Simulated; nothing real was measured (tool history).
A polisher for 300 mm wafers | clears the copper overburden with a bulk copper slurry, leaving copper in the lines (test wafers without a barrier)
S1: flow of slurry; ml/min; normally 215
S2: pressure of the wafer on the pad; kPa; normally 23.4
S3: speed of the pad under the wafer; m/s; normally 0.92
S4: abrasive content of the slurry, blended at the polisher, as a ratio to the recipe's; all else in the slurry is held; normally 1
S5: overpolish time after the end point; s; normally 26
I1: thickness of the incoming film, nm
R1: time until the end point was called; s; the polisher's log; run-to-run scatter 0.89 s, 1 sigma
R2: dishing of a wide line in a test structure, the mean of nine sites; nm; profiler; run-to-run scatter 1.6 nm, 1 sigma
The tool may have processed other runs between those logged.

run    hour   S1    S2    S3    S4  S5     I1     R1     R2
  1       0  215  23.4  0.92     1  26  831.3   87.7  107.5
        5.1  -- slurry blender recalibrated
  2      35  215  23.4  0.92     1  26  830.9   89.1  109.2
  3      83  215  23.4  0.92     1  26  834.2   91.2  110.1
       89.9  -- head pressure recalibrated
      129.7  -- worn pad replaced by a new one
  4   143.7  215  23.4  0.92     1  26  821.9   84.8  106.5
      185.5  -- slurry nozzle cleaned
  5   206.1  215  23.4  0.92     1  26  815.3   84.8  110.8
  6     239  215  21.4  0.92     1  26    830   95.5  103.6
        245  -- slurry blender recalibrated
  7   307.2  215  23.4  0.92  1.15  26  820.4   85.1  111.2
  8   354.8  215  23.4  0.92  1.15  26  835.4   87.5  111.3
      401.1  -- worn pad replaced by a new one
  9     420  215  23.4  0.92  1.15  26  821.1   93.6  104.3
        435  -- head pressure recalibrated
 10     482  215  23.4  0.92     1  26  825.1   97.4  103.1
        488  -- slurry blender recalibrated
 11   520.4  215  23.4  0.92     1  26  814.1   98.7  101.8
      588.9  -- worn pad replaced by a new one, repeated, since the last time left the tool worse
 12   710.7  180  26.2  0.92     1  26  834.7   83.1  113.9
 13   735.5  215  23.4  0.92     1  26    814   87.6  107.4
 14   760.5  240  20.7   0.7   1.1  26  815.1  119.4     90
      767.6  -- head pressure recalibrated
      779.9  -- slurry blender recalibrated
      806.2  -- slurry nozzle cleaned
      809.1  -- worn pad replaced by a new one
 15     884  185  23.4  0.72   0.8  11  827.7  111.1   51.8
 16   941.1  240  17.9  1.06  1.15  26  812.6   95.2  101.2
 17  1010.7  215  23.4  0.92  0.75  26  818.1   93.2    106
     1040.2  -- slurry blender recalibrated
 18  1041.4  185  15.9   0.8  1.25  26  815.6  143.3     79
     1048.4  -- worn pad replaced by a new one
 19  1075.5  215  23.4  0.92     1  26  832.8   85.9  109.1
       1099  -- head pressure recalibrated
 20  1138.9  270  29.6  0.64     1  42  821.2   86.6  134.2
 21  1183.6  215  23.4  0.92     1  26  836.9     91  112.1
 22  1234.2  275  23.4  0.64     1  26  826.4  114.1   93.5
     1275.1  -- slurry blender recalibrated
 23    1291  185    29  0.92     1  26  820.3   74.7  122.6

Alternative continuations, all from the tool just after run 23; predict every row:
  A  1291.4  215  23.4  0.92  0.85  26  825   ?   ?
  B  1291.4  145  23.4  0.92     1  26  825   ?   ?
  C  1291.4  265  23.4  0.82  1.25  26  825   ?   ?
  D  1291.4  215  27.6  0.92     1  26  825   ?   ?

run    R1     R2
  A  94.3  106.5
  B  97.9  104.6
  C  93.6    107
  D  77.8  119.4
Without the tool's unlogged condition, the same runs would have read:
run    R1     R2
  A  88.6  109.8
  B    92  107.8
  C  87.9  110.2
  D  73.1  122.5
